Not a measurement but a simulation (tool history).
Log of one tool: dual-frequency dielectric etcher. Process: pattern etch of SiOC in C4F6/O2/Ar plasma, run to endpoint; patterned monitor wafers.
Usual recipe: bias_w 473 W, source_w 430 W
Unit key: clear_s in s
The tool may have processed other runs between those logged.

run    hour  bias_w  source_w  wafers since the last listed run  hours since the last wet clean  hours since the last bias power generator calibration  hours since the last source power generator calibration  hours since the last upper electrode change  incoming incoming film thickness, nm  clear_s
  1       0     420       410                                 0                            64.5                                                 3432.4                                                     2601                                       1463.2                                 29.45     10.6
  2   256.5     420       410                              3778                             321                                                 3688.9                                                   2857.5                                       1719.7                                 29.46     10.5
  3   358.3     473       460                              1499                           422.8                                                 3790.7                                                   2959.3                                       1821.5                                 29.26      9.7
      435.8  -- wet clean of the chamber
  4     453     473       430                              1041                            17.2                                                 3885.4                                                     3054                                       1916.2                                  29.4     10.1
  5   494.5     473       430                               611                            58.7                                                 3926.9                                                   3095.5                                       1957.7                                 29.48     10.1
  6   566.9     473       430                              1066                           131.1                                                 3999.3                                                   3167.9                                       2030.1                                 29.54     10.1
  7   640.1     393       430                              1078                           204.3                                                 4072.5                                                   3241.1                                       2103.3                                 29.49     10.6
      645.4  -- bias power generator calibrated
  8   691.7     473       430                               701                           255.9                                                   46.3                                                   3292.7                                       2154.9                                 29.39       10
  9   734.5     473       430                               630                           298.7                                                   89.1                                                   3335.5                                       2197.7                                 29.41       10
        809  -- upper electrode replaced
 10   842.3     473       430                              1234                           406.5                                                  196.9                                                   3443.3                                         33.3                                 29.32      9.9
      912.3  -- wet clean of the chamber
 11   912.8     473       430                               684                             0.5                                                  267.4                                                   3513.8                                        103.8                                 29.31     10.1
 12   996.4     473       430                              1231                            84.1                                                    351                                                   3597.4                                        187.4                                 29.12       10
 13  1097.1     571       370                              1483                           184.8                                                  451.7                                                   3698.1                                        288.1                                 29.51      9.9
     1127.3  -- source power generator calibrated
 14  1139.1     473       430                               559                           226.8                                                  493.7                                                     11.8                                        330.1                                 29.15       10
 15  1224.1     416       530                              1252                           311.8                                                  578.7                                                     96.8                                        415.1                                 29.64      9.9
 16  1301.5     571       490                              1140                           389.2                                                  656.1                                                    174.2                                        492.5                                 29.67      9.2
     1403.4  -- wet clean of the chamber
 17  1403.9     529       400                              1154                             0.5                                                  758.5                                                    276.6                                        594.9                                 29.52       10
 18  1437.5     473       520                               494                            34.1                                                  792.1                                                    310.2                                        628.5                                 29.32      9.6
 19  1506.2     429       390                              1011                           102.8                                                  860.8                                                    378.9                                        697.2                                 29.35     10.6

Run 20, settings as shown, results not yet in. Your forecast:
 20  1543     473       430                               542                           139.6                                                  897.6                                                    415.7                                          734                                 29.76        ?

{"run 20": {"clear_s": 10.1}}
If the tool had no hidden condition, the same run with the same run-to-run variation would have returned clear_s 10.2 s.

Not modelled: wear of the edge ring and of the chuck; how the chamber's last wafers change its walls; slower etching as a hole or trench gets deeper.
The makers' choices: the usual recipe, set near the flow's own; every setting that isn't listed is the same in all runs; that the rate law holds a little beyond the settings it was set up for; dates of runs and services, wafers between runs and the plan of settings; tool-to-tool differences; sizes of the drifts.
